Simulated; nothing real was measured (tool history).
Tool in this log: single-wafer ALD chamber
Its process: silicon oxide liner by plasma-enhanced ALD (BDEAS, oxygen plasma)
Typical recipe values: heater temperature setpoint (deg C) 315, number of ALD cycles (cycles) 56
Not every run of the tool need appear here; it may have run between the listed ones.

run,hour,heater temperature setpoint (deg C),number of ALD cycles (cycles),"read-back reference wafer on the same gauge, thickness_nm",mean film thickness on the monitor wafer (nm)
1,0,315,56,6.087,5.246
# hour 3.8: gauge calibrated
2,12,315,56,6.088,5.225
3,19.8,315,56,6.089,5.255
4,31.7,324,56,6.09,5.169
5,39.5,324,56,6.093,5.201
6,53.4,324,56,6.09,5.176
7,71.1,315,48,6.09,4.486
8,102,315,56,6.089,5.241
9,117.2,315,56,6.09,5.23
10,124,315,56,6.089,5.23
11,130.2,315,56,6.089,5.227
12,138.6,315,56,6.086,5.236
13,156.6,300,48,6.09,4.583
# hour 166.5: thermocouple changed; heater temperature recalibrated
14,167,315,56,6.09,5.223
15,175.5,327,53,6.093,4.89
16,190.6,320,63,6.091,5.838
17,204.3,329,46,6.089,4.227
18,222,301,56,6.088,5.338
19,230.8,315,66,6.088,6.144
20,242,309,64,6.091,6.005
21,258.3,310,56,6.095,5.258
# hour 263.3: gauge calibrated
22,271.3,308,56,6.091,5.285
23,314.3,315,56,6.088,5.202
24,351,315,56,6.09,5.258

Branching from run 24: 3 alternative next runs. What would each branch give?
A,351.5,315,56,?,?
B,351.5,322,56,?,?
C,351.5,310,59,?,?

run,"read-back reference wafer on the same gauge, thickness_nm",mean film thickness on the monitor wafer (nm)
A,6.093,5.249
B,6.093,5.203
C,6.093,5.565
Stripped of hidden state, with their random variation kept, the same runs would have yielded:
run,mean film thickness on the monitor wafer (nm)
A,5.249
B,5.203
C,5.565

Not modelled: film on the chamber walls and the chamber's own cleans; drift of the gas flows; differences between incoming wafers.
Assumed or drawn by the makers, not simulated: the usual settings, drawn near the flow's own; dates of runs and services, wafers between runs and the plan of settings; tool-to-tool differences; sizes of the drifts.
